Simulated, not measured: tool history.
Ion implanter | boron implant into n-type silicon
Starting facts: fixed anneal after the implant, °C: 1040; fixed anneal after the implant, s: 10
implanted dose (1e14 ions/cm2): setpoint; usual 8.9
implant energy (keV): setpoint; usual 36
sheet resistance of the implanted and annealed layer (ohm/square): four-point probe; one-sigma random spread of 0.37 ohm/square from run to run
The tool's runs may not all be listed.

run     day  implanted dose (1e14 ions/cm2)  implant energy (keV)  wafers since the last listed run  hours since the last dose calibration  hours since the extraction supply was calibrated  hours since the gauge calibration  read-back reference wafer on the same gauge, sheet resistance  sheet resistance of the implanted and annealed layer (ohm/square)
  1       0                             8.9                    36                                 0                                 1560.6                                            5649.9                              519.3                                                         104.06                                                             120.52
  2   2.296                             8.9                    36                               862                                 1615.7                                              5705                              574.4                                                         104.13                                                             120.67
  3   5.267                             8.9                    36                              1115                                   1687                                            5776.3                              645.7                                                         103.99                                                             120.68
  4   7.138                             8.9                    36                               702                                 1731.9                                            5821.2                              690.6                                                         104.06                                                             120.59
  5   8.188                             8.9                  29.5                               394                                 1757.1                                            5846.4                              715.8                                                         104.09                                                             122.08
  6  10.092                             8.9                    45                               714                                 1802.8                                            5892.1                              761.5                                                         104.03                                                             118.52
  7  11.938                             8.9                    45                               693                                 1847.1                                            5936.4                              805.8                                                         104.11                                                             118.61
  8  13.142                             8.9                    45                               452                                   1876                                            5965.3                              834.7                                                         103.91                                                             118.15
  9  15.662                             8.9                    36                               946                                 1936.5                                            6025.8                              895.2                                                         104.03                                                              119.8
 10  18.238                             8.9                    36                               966                                 1998.3                                            6087.6                                957                                                         104.02                                                             119.74
 11    19.4                             8.9                    36                               436                                 2026.2                                            6115.5                              984.9                                                         103.98                                                             119.87
 12  20.729                             8.9                  44.5                               499                                 2058.1                                            6147.4                             1016.8                                                         104.07                                                             117.73
 13  23.275                             7.4                    29                               955                                 2119.2                                            6208.5                             1077.9                                                         104.01                                                             141.37
 14   24.55                             7.4                    29                               478                                 2149.8                                            6239.1                             1108.5                                                         103.85                                                              140.9
 15  26.746                            6.32                  45.5                               824                                 2202.5                                            6291.8                             1161.2                                                         103.93                                                             154.64
     28.354  -- gauge calibrated
 16  28.433                             8.9                    36                               633                                   2243                                            6332.3                                1.9                                                         103.85                                                             118.77
 17  30.579                           11.35                    36                               805                                 2294.5                                            6383.8                               53.4                                                         103.88                                                              96.71
 18  33.058                            7.08                    43                               930                                   2354                                            6443.3                              112.9                                                         103.92                                                             139.74
 19    35.7                            7.14                    43                               991                                 2417.4                                            6506.7                              176.3                                                         104.04                                                             139.31
     38.296  -- Faraday cup replaced and dose calibrated
 20  38.317                             9.6                    36                               857                                    0.5                                            6569.5                              239.1                                                         103.99                                                             114.48
 21  41.167                           11.39                  40.5                              1070                                   68.9                                            6637.9                              307.5                                                         103.92                                                              98.17
     41.542  -- extraction supply calibrated
 22  42.438                            7.03                  25.5                               352                                   99.4                                              21.5                                338                                                            104                                                             152.92
 23  44.167                             7.4                    29                               649                                  140.9                                                63                              379.5                                                         103.87                                                             144.66
 24  45.992                            6.24                    24                               685                                  184.7                                             106.8                              423.3                                                         103.94                                                             170.55
 25   47.95                           10.77                    24                               735                                  231.7                                             153.8                              470.3                                                         103.92                                                             106.61
 26  50.408                            6.93                    46                               923                                  290.7                                             212.8                              529.3                                                         103.91                                                              146.2
 27  59.254                             8.9                    36                              3321                                    503                                             425.1                              741.6                                                         104.15                                                             122.23
 28  60.538                            7.97                  25.5                               481                                  533.8                                             455.9                              772.4                                                         103.83                                                             137.12
 29  61.629                             8.9                    36                               409                                    560                                             482.1                              798.6                                                         103.97                                                              122.4

Each row is a separate what-if for the run after 29, all from the same tool condition, not one after another. Results?
  A  61.646                             8.9                    36                                 6                                  560.4                                             482.5                                799                                                              ?                                                                  ?
  B  61.646                           10.37                    36                                 6                                  560.4                                             482.5                                799                                                              ?                                                                  ?
  C  61.646                            9.84                  32.5                                 6                                  560.4                                             482.5                                799                                                              ?                                                                  ?
  D  61.646                             6.9                    41                                 6                                  560.4                                             482.5                                799                                                              ?                                                                  ?
  E  61.646                            8.19                    36                                 6                                  560.4                                             482.5                                799                                                              ?                                                                  ?

run  read-back reference wafer on the same gauge, sheet resistance  sheet resistance of the implanted and annealed layer (ohm/square)
  A                                                         104.06                                                             122.05
  B                                                         104.06                                                             107.51
  C                                                         104.06                                                             113.06
  D                                                         104.06                                                             148.65
  E                                                         104.06                                                             130.72
Without the tool's hidden state the same runs would have given:
run  sheet resistance of the implanted and annealed layer (ohm/square)
  A                                                             121.92
  B                                                             107.39
  C                                                             112.94
  D                                                             148.49
  E                                                             130.58
